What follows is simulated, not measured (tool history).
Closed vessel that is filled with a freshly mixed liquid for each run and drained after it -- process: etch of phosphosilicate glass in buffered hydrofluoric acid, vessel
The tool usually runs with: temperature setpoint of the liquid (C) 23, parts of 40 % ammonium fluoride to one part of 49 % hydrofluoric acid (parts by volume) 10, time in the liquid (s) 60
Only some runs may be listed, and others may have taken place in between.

run,hour,temperature setpoint of the liquid (C),parts of 40 % ammonium fluoride to one part of 49 % hydrofluoric acid (parts by volume),time in the liquid (s),wafers since the last listed run,hours since the thermometer was replaced,hours since the hydrofluoric acid flow meter was replaced,hours since the gauge calibration,"read-back film thickness of the phosphosilicate glass reference wafer, read on the same gauge (nm)",thickness taken off the phosphosilicate glass on a monitor wafer (angstrom)
1,0,23,10,60,0,1058.2,1151.3,160.1,40,1665.7
2,12.2,23,10,60,1779,1070.4,1163.5,172.3,39.98,1673.6
3,25.9,23,10,60,1997,1084.1,1177.2,186,40.02,1672.7
4,54.5,23,10,50,4170,1112.7,1205.8,214.6,40.04,1395.3
5,67.8,23,10,45,1939,1126,1219.1,227.9,40,1242.1
6,92.3,23,10,45,3572,1150.5,1243.6,252.4,40.01,1248.9
7,104.5,23,10,45,1779,1162.7,1255.8,264.6,39.97,1241.8
# hour 128.7: gauge calibrated
8,129,23,13,60,3572,1187.2,1280.3,0.3,39.95,1286.1

Expected results for the next run?
# hour 151.8: thermometer replaced
9,164.6,23,10,45,5045,12.8,1315.9,35.9,?,?

Run 9 came out at read-back film thickness of the phosphosilicate glass reference wafer, read on the same gauge (nm) 39.99, thickness taken off the phosphosilicate glass on a monitor wafer (angstrom) 1247.2.
With the hidden condition absent and the run-to-run variation left alone, this run would have shown thickness taken off the phosphosilicate glass on a monitor wafer (angstrom) 1332.7.

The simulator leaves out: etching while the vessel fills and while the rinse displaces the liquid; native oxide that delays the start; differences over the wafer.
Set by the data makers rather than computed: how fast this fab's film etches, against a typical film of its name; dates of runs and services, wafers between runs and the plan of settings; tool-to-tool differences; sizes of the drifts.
